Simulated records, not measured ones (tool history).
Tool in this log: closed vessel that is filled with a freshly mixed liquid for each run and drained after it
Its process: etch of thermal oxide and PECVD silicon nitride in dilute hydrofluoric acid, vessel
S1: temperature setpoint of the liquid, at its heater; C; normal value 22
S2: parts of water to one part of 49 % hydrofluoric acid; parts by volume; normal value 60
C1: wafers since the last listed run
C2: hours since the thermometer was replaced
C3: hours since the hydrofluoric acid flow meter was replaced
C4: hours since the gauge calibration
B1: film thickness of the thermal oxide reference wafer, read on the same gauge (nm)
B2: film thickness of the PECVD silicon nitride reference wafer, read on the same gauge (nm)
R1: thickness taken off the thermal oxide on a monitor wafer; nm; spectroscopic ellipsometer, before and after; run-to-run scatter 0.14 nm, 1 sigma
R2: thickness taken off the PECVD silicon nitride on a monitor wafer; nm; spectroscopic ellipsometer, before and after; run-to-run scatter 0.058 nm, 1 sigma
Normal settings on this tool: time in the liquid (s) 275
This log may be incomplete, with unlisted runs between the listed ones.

Run 1, day 0: usual settings; C1 0; C2 1684.1; C3 1497.5; C4 288.6; B1 39.98; B2 50.02. Result: R1 20.42 nm, R2 9.22 nm.
Run 2, day 0.629: usual settings; C1 834; C2 1699.2; C3 1512.6; C4 303.7; B1 39.99; B2 50.01. Result: R1 20.55 nm, R2 9.08 nm.
Run 3, day 1.354: usual settings but S2 45 parts by volume; C1 962; C2 1716.6; C3 1530; C4 321.1; B1 40.01; B2 50.01. Result: R1 27.57 nm, R2 12.06 nm.
Run 4, day 1.683: usual settings but S2 45 parts by volume; C1 436; C2 1724.5; C3 1537.9; C4 329; B1 39.99; B2 50. Result: R1 27.79 nm, R2 12.1 nm.
Run 5, day 2.254: usual settings but time in the liquid (s) 310; C1 757; C2 1738.2; C3 1551.6; C4 342.7; B1 39.99; B2 50.04. Result: R1 22.82 nm, R2 10.25 nm.
Run 6, day 2.562: usual settings; C1 409; C2 1745.6; C3 1559; C4 350.1; B1 39.98; B2 49.98. Result: R1 20.26 nm, R2 9.14 nm.
Run 7, day 3.071: usual settings; C1 674; C2 1757.8; C3 1571.2; C4 362.3; B1 39.99; B2 49.98. Result: R1 20.19 nm, R2 9.01 nm.
Run 8, day 3.55: usual settings but S1 19 C, S2 75 parts by volume, time in the liquid (s) 215; C1 635; C2 1769.3; C3 1582.7; C4 373.8; B1 39.99; B2 50. Result: R1 10.91 nm, R2 4.62 nm.
At day 3.629: hydrofluoric acid flow meter replaced.
Run 9, day 3.9: usual settings but S1 20.5 C, S2 85 parts by volume; C1 409; C2 1777.7; C3 6.5; C4 382.2; B1 39.99; B2 49.99. Result: R1 14.81 nm, R2 6.51 nm.
Run 10, day 4.183: usual settings but S1 24.5 C, S2 50 parts by volume; C1 376; C2 1784.5; C3 13.3; C4 389; B1 40.01; B2 50.02. Result: R1 30.88 nm, R2 14.36 nm.
Run 11, day 5.162: usual settings but S1 17.5 C, S2 35 parts by volume; C1 1299; C2 1808; C3 36.8; C4 412.5; B1 40.01; B2 50. Result: R1 33.64 nm, R2 12.48 nm.
At day 5.217: gauge calibrated.
Run 12, day 5.808: usual settings but S1 19 C; C1 857; C2 1823.5; C3 52.3; C4 14.2; B1 39.99; B2 49.99. Result: R1 19.87 nm, R2 8.22 nm.
Run 13, day 6.396: usual settings but S2 85 parts by volume, time in the liquid (s) 350; C1 779; C2 1837.6; C3 66.4; C4 28.3; B1 40.02; B2 49.98. Result: R1 19.77 nm, R2 9.13 nm.
Run 14, day 7.146: usual settings; C1 995; C2 1855.6; C3 84.4; C4 46.3; B1 39.99; B2 50.03. Result: R1 23.05 nm, R2 10.2 nm.
At day 7.354: thermometer replaced.
Run 15, day 7.788: usual settings; C1 796; C2 10.4; C3 99.8; C4 61.7; B1 40.01; B2 50.03. Result: R1 22.82 nm, R2 10.09 nm.
Run 16, day 8.396: usual settings but time in the liquid (s) 365; C1 807; C2 25; C3 114.4; C4 76.3; B1 39.96; B2 50. Result: R1 30.52 nm, R2 13.34 nm.
Run 17, day 8.929: usual settings; C1 707; C2 37.8; C3 127.2; C4 89.1; B1 40.01; B2 50.03. Result: R1 22.57 nm, R2 10.06 nm.
Run 18, day 10: usual settings but S2 30 parts by volume; C1 1421; C2 63.5; C3 152.9; C4 114.8; B1 39.99; B2 50. Result: R1 47.42 nm, R2 19.8 nm.
Run 19, day 10.533: usual settings but S2 85 parts by volume, time in the liquid (s) 365; C1 707; C2 76.3; C3 165.7; C4 127.6; B1 40; B2 50.01. Result: R1 20.52 nm, R2 9.53 nm.
Run 20, day 10.85: usual settings but S1 26 C, S2 40 parts by volume; C1 420; C2 83.9; C3 173.3; C4 135.2; B1 40.03; B2 49.99. Result: R1 41.13 nm, R2 19.55 nm.
Run 21, day 11.304: usual settings but S2 40 parts by volume; C1 602; C2 94.8; C3 184.2; C4 146.1; B1 39.96; B2 50.02. Result: R1 34.66 nm, R2 14.87 nm.
Run 22, day 11.954: usual settings; C1 862; C2 110.4; C3 199.8; C4 161.7; B1 40; B2 49.96. Result: R1 22.66 nm, R2 10.01 nm.
Run 23, day 12.375: usual settings; C1 558; C2 120.5; C3 209.9; C4 171.8; B1 40.01; B2 49.99. Result: R1 22.75 nm, R2 10.03 nm.
Run 24, day 12.938: usual settings but S1 18.5 C, S2 40 parts by volume, time in the liquid (s) 195; C1 746; C2 134; C3 223.4; C4 185.3; B1 39.97; B2 50.02. Result: R1 21.03 nm, R2 8.24 nm.
Run 25, day 13.567: usual settings but S1 18.5 C, S2 30 parts by volume, time in the liquid (s) 405; C1 834; C2 149.1; C3 238.5; C4 200.4; B1 40; B2 49.99. Result: R1 59.86 nm, R2 22.57 nm.
Run 26, day 13.854: usual settings but S1 24.5 C, S2 80 parts by volume, time in the liquid (s) 225; C1 381; C2 156; C3 245.4; C4 207.3; B1 40; B2 50.01. Result: R1 15.02 nm, R2 7.26 nm.
Run 27, day 15.554: usual settings but S1 24.5 C, S2 35 parts by volume, time in the liquid (s) 390; C1 2256; C2 196.8; C3 286.2; C4 248.1; B1 40; B2 50.02. Result: R1 61.78 nm, R2 28.37 nm.

3 options for the next run, each taken on its own from the tool as it stands now. Forecast them:
Run A, day 15.583: usual settings but S1 17 C; C1 38; C2 197.5; C3 286.9; C4 248.8; B1 ?; B2 ?. Result: R1 ?, R2 ?.
Run B, day 15.583: usual settings but S1 20 C; C1 38; C2 197.5; C3 286.9; C4 248.8; B1 ?; B2 ?. Result: R1 ?, R2 ?.
Run C, day 15.583: usual settings but S1 24 C, S2 85 parts by volume, time in the liquid (s) 375; C1 38; C2 197.5; C3 286.9; C4 248.8; B1 ?; B2 ?. Result: R1 ?, R2 ?.

run     B1     B2     R1     R2
  A  40.01  50.01  18.24   7.11
  B  40.01  50.01  20.73   8.77
  C  40.01  50.01  22.79  11.14
Had the tool no hidden state, the same runs would have come out as:
run     R1     R2
  A  18.66   7.26
  B  21.21   8.95
  C  23.35  11.38
